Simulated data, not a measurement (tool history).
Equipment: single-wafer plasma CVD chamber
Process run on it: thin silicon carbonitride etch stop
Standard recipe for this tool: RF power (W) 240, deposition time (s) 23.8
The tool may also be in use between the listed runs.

run,day,RF power (W),deposition time (s),wafers since the last listed run,hours since the last thermocouple change,hours since the last RF generator calibration,hours since the showerhead was replaced,hours since the gauge calibration,"read-back reference wafer on the same gauge, thickness_nm",mean film thickness on the monitor wafer (nm)
1,0.000,240,20.0,0,1082.3,1714.1,3702.6,447.0,17.506,13.552
2,2.521,240,20.0,1818,1142.8,1774.6,3763.1,507.5,17.500,13.519
3,4.296,240,20.0,1280,1185.4,1817.2,3805.7,550.1,17.496,13.537
4,6.792,240,23.8,1800,1245.3,1877.1,3865.6,610.0,17.489,16.084
5,7.883,240,23.8,787,1271.5,1903.3,3891.8,636.2,17.499,16.112
6,9.300,240,23.8,1022,1305.5,1937.3,3925.8,670.2,17.504,16.051
7,11.871,240,23.8,1854,1367.2,1999.0,3987.5,731.9,17.509,16.033
8,13.096,240,23.8,883,1396.6,2028.4,4016.9,761.3,17.518,16.066
# day 14.004: gauge calibrated
9,15.350,260,23.8,1626,1450.7,2082.5,4071.0,32.3,17.515,16.299
10,18.308,260,23.8,2134,1521.7,2153.5,4142.0,103.3,17.504,16.281
# day 20.029: thermocouple changed; heater temperature recalibrated
11,20.479,240,23.8,1325,10.8,2205.6,4194.1,155.4,17.509,16.021
# day 23.600: RF generator calibrated
# day 24.221: showerhead replaced
12,24.408,240,23.8,2353,105.1,19.4,4.5,249.7,17.488,16.288
13,25.496,240,23.8,784,131.2,45.5,30.6,275.8,17.494,16.277
14,28.321,215,28.3,2038,199.0,113.3,98.4,343.6,17.501,19.028
15,30.412,260,26.2,1509,249.2,163.5,148.6,393.8,17.503,18.088
16,31.479,260,21.0,769,274.8,189.1,174.2,419.4,17.503,14.575
17,33.838,240,23.8,1701,331.4,245.7,230.8,476.0,17.494,16.210
18,36.662,240,23.8,2038,399.2,313.5,298.6,543.8,17.508,16.239
19,39.442,265,20.9,2005,465.9,380.2,365.3,610.5,17.496,14.553
20,40.883,220,23.8,1040,500.5,414.8,399.9,645.1,17.493,16.016
# day 42.046: gauge calibrated
21,42.046,240,23.8,838,528.4,442.7,427.8,0.0,17.492,16.246
22,44.679,240,19.3,1899,591.6,505.9,491.0,63.2,17.504,13.159
23,46.392,220,22.6,1235,632.7,547.0,532.1,104.3,17.504,15.206
24,51.771,240,22.1,3880,761.8,676.1,661.2,233.4,17.494,15.049
25,53.104,225,26.1,961,793.8,708.1,693.2,265.4,17.499,17.576
26,54.904,280,23.8,1298,837.0,751.3,736.4,308.6,17.504,16.636

Predict each of these 4 candidate next runs independently; none follows another, all start after run 26:
A,54.921,240,21.9,12,837.4,751.7,736.8,309.0,?,?
B,54.921,255,20.2,12,837.4,751.7,736.8,309.0,?,?
C,54.921,260,25.6,12,837.4,751.7,736.8,309.0,?,?
D,54.921,240,26.7,12,837.4,751.7,736.8,309.0,?,?

run,"read-back reference wafer on the same gauge, thickness_nm",mean film thickness on the monitor wafer (nm)
A,17.495,14.913
B,17.495,13.899
C,17.495,17.674
D,17.495,18.181
With the hidden condition removed and each run's random variation left untouched, the same runs would have given:
run,mean film thickness on the monitor wafer (nm)
A,15.001
B,13.981
C,17.779
D,18.289
